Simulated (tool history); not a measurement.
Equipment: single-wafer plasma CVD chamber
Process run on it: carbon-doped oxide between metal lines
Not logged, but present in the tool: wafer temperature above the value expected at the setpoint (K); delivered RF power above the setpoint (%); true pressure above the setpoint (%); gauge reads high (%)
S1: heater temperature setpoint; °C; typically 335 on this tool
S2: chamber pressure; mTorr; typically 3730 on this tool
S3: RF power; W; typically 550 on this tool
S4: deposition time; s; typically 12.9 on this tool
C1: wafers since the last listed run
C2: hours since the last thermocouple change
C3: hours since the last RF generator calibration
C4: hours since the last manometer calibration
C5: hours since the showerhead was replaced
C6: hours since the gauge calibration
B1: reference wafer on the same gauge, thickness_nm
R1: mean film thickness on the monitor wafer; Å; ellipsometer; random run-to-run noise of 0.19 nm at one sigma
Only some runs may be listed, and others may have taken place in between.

run,hour,S1,S2,S3,S4,C1,C2,C3,C4,C5,C6,B1,R1
1,0.0,339,3730,610,12.9,0,2194.1,93.7,809.0,2645.1,364.5,83.640,807.59
2,65.9,339,3730,610,12.9,2906,2260.0,159.6,874.9,2711.0,430.4,83.531,805.07
3,135.9,339,3730,610,12.9,3087,2330.0,229.6,944.9,2781.0,500.4,83.521,805.73
4,194.1,335,3730,550,12.9,2567,2388.2,287.8,1003.1,2839.2,558.6,83.507,752.39
5,260.1,335,3730,550,12.9,2911,2454.2,353.8,1069.1,2905.2,624.6,83.641,753.44
6,297.5,335,3730,470,12.9,1649,2491.6,391.2,1106.5,2942.6,662.0,83.591,650.49
7,363.4,335,3730,550,12.9,2906,2557.5,457.1,1172.4,3008.5,727.9,83.552,751.57
8,493.7,335,3730,585,12.9,5747,2687.8,587.4,1302.7,3138.8,858.2,83.570,794.76
# hour 510.3: capacitance manometer re-zeroed and calibrated
9,531.0,335,3730,550,12.9,1292,2725.1,624.7,20.7,3176.1,895.5,83.631,748.87
# hour 590.2: showerhead replaced
10,590.7,335,3730,550,12.9,2280,2784.8,684.4,80.4,0.5,955.2,83.585,753.31
11,626.7,335,3730,550,12.9,1587,2820.8,720.4,116.4,36.5,991.2,83.689,750.56
12,663.6,335,3730,550,12.9,1627,2857.7,757.3,153.3,73.4,1028.1,83.610,749.70
13,721.9,335,3730,605,11.3,2571,2916.0,815.6,211.6,131.7,1086.4,83.677,713.29
# hour 798.8: RF generator calibrated
14,799.3,349,3730,550,12.9,3061,2993.4,0.5,289.0,209.1,1163.8,83.675,716.07
15,830.6,325,4570,550,14.8,1380,3024.7,31.8,320.3,240.4,1195.1,83.658,929.03
16,878.1,335,3730,550,14.3,2095,3072.2,79.3,367.8,287.9,1242.6,83.599,832.55
17,912.0,335,3730,550,12.9,1495,3106.1,113.2,401.7,321.8,1276.5,83.542,748.97
18,942.5,335,3730,550,12.9,1345,3136.6,143.7,432.2,352.3,1307.0,83.665,752.76
# hour 1006.6: thermocouple changed; heater temperature recalibrated
19,1007.1,335,3730,550,15.1,2496,0.5,208.3,496.8,416.9,1371.6,83.599,878.97
# hour 1115.9: gauge calibrated
20,1140.3,335,3730,550,12.9,5875,133.7,341.5,630.0,550.1,24.4,83.672,748.31
21,1185.2,321,3730,605,12.9,1980,178.6,386.4,674.9,595.0,69.3,83.606,856.51
22,1235.7,335,4090,550,15.1,2227,229.1,436.9,725.4,645.5,119.8,83.611,890.77
23,1391.1,340,4210,550,12.9,6854,384.5,592.3,880.8,800.9,275.2,83.568,756.23
24,1424.6,341,3020,655,11.1,1477,418.0,625.8,914.3,834.4,308.7,83.712,708.95
25,1459.3,335,3120,500,13.6,1530,452.7,660.5,949.0,869.1,343.4,83.599,707.82
26,1505.7,335,3730,635,12.9,2046,499.1,706.9,995.4,915.5,389.8,83.563,843.12

What the log doesn't show, run by run:
wafer temperature above the value expected at the setpoint (K): 0, the same for each run
delivered RF power above the setpoint (%): 0, the same for each run
true pressure above the setpoint (%): 0, the same for each run
gauge reads high (%): 0, the same for each run
